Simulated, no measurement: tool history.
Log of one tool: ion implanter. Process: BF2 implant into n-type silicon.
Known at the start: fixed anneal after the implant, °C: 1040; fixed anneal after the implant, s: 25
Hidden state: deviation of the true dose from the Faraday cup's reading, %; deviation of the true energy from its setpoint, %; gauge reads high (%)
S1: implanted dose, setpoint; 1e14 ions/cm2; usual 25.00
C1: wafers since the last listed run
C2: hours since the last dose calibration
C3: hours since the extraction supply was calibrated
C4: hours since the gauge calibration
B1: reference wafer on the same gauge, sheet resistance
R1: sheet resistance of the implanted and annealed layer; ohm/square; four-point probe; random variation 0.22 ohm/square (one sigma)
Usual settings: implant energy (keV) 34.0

run 1 hour=0.0 | S1=25.00 implant_energy_(keV)=34.0 | C1=0 C2=374.6 C3=1292.9 C4=380.2 | B1=87.66 | R1=96.17
run 2 hour=54.8 | S1=25.00 implant_energy_(keV)=40.0 | C1=1649 C2=429.4 C3=1347.7 C4=435.0 | B1=87.56 | R1=90.32
run 3 hour=117.3 | S1=25.00 implant_energy_(keV)=34.0 | C1=1880 C2=491.9 C3=1410.2 C4=497.5 | B1=87.57 | R1=96.28
run 4 hour=156.3 | S1=25.00 implant_energy_(keV)=34.0 | C1=1173 C2=530.9 C3=1449.2 C4=536.5 | B1=87.60 | R1=96.71
run 5 hour=223.7 | S1=25.00 implant_energy_(keV)=34.0 | C1=2028 C2=598.3 C3=1516.6 C4=603.9 | B1=87.54 | R1=96.84
run 6 hour=280.4 | S1=19.71 implant_energy_(keV)=34.0 | C1=1706 C2=655.0 C3=1573.3 C4=660.6 | B1=87.59 | R1=100.45
run 7 hour=321.4 | S1=19.71 implant_energy_(keV)=34.0 | C1=1233 C2=696.0 C3=1614.3 C4=701.6 | B1=87.58 | R1=100.64
run 8 hour=377.7 | S1=21.23 implant_energy_(keV)=40.5 | C1=1694 C2=752.3 C3=1670.6 C4=757.9 | B1=87.71 | R1=92.29
run 9 hour=415.5 | S1=21.23 implant_energy_(keV)=40.5 | C1=1137 C2=790.1 C3=1708.4 C4=795.7 | B1=87.70 | R1=92.56
run 10 hour=505.1 | S1=25.00 implant_energy_(keV)=34.0 | C1=2696 C2=879.7 C3=1798.0 C4=885.3 | B1=87.54 | R1=96.28
run 11 hour=546.2 | S1=25.00 implant_energy_(keV)=34.0 | C1=1236 C2=920.8 C3=1839.1 C4=926.4 | B1=87.69 | R1=96.95
run 12 hour=612.8 | S1=30.63 implant_energy_(keV)=25.0 | C1=2004 C2=987.4 C3=1905.7 C4=993.0 | B1=87.61 | R1=106.53
run 13 hour=666.1 | S1=25.00 implant_energy_(keV)=34.0 | C1=1604 C2=1040.7 C3=1959.0 C4=1046.3 | B1=87.58 | R1=96.74
run 14 hour=747.4 | S1=31.35 implant_energy_(keV)=28.5 | C1=2446 C2=1122.0 C3=2040.3 C4=1127.6 | B1=87.63 | R1=101.65
-- hour=766.4 extraction supply calibrated
run 15 hour=805.1 | S1=21.18 implant_energy_(keV)=34.0 | C1=1495 C2=1179.7 C3=38.7 C4=1185.3 | B1=87.59 | R1=98.20
-- hour=837.3 gauge calibrated
-- hour=850.8 Faraday cup replaced and dose calibrated
run 16 hour=882.8 | S1=20.49 implant_energy_(keV)=43.0 | C1=2097 C2=32.0 C3=116.4 C4=45.5 | B1=87.60 | R1=90.50
run 17 hour=979.9 | S1=25.00 implant_energy_(keV)=34.0 | C1=2922 C2=129.1 C3=213.5 C4=142.6 | B1=87.61 | R1=96.26
run 18 hour=1055.8 | S1=25.00 implant_energy_(keV)=34.0 | C1=2284 C2=205.0 C3=289.4 C4=218.5 | B1=87.62 | R1=96.17
run 19 hour=1145.3 | S1=25.00 implant_energy_(keV)=24.5 | C1=2693 C2=294.5 C3=378.9 C4=308.0 | B1=87.50 | R1=108.81
run 20 hour=1226.9 | S1=25.00 implant_energy_(keV)=34.0 | C1=2455 C2=376.1 C3=460.5 C4=389.6 | B1=87.53 | R1=96.43
run 21 hour=1290.3 | S1=29.13 implant_energy_(keV)=41.5 | C1=1908 C2=439.5 C3=523.9 C4=453.0 | B1=87.58 | R1=86.66
run 22 hour=1392.9 | S1=18.58 implant_energy_(keV)=41.5 | C1=3087 C2=542.1 C3=626.5 C4=555.6 | B1=87.63 | R1=94.35
run 23 hour=1492.0 | S1=17.66 implant_energy_(keV)=45.5 | C1=2982 C2=641.2 C3=725.6 C4=654.7 | B1=87.64 | R1=93.13

How the hidden state differs across the entries between the runs, from the last listed run before each to the first after it:
Between runs 14 and 15: extraction supply calibrated (hour 766.4)
  deviation of the true energy from its setpoint, %: -3.23 -> -0.456
  measured less the result without the state, R1: +1.24 -> +0.17 ohm/square
Between runs 15 and 16: gauge calibrated (hour 837.3); Faraday cup replaced and dose calibrated (hour 850.8)
  deviation of the true energy from its setpoint, %: -0.456 -> -0.599
  measured less the result without the state, R1: +0.17 -> +0.21 ohm/square
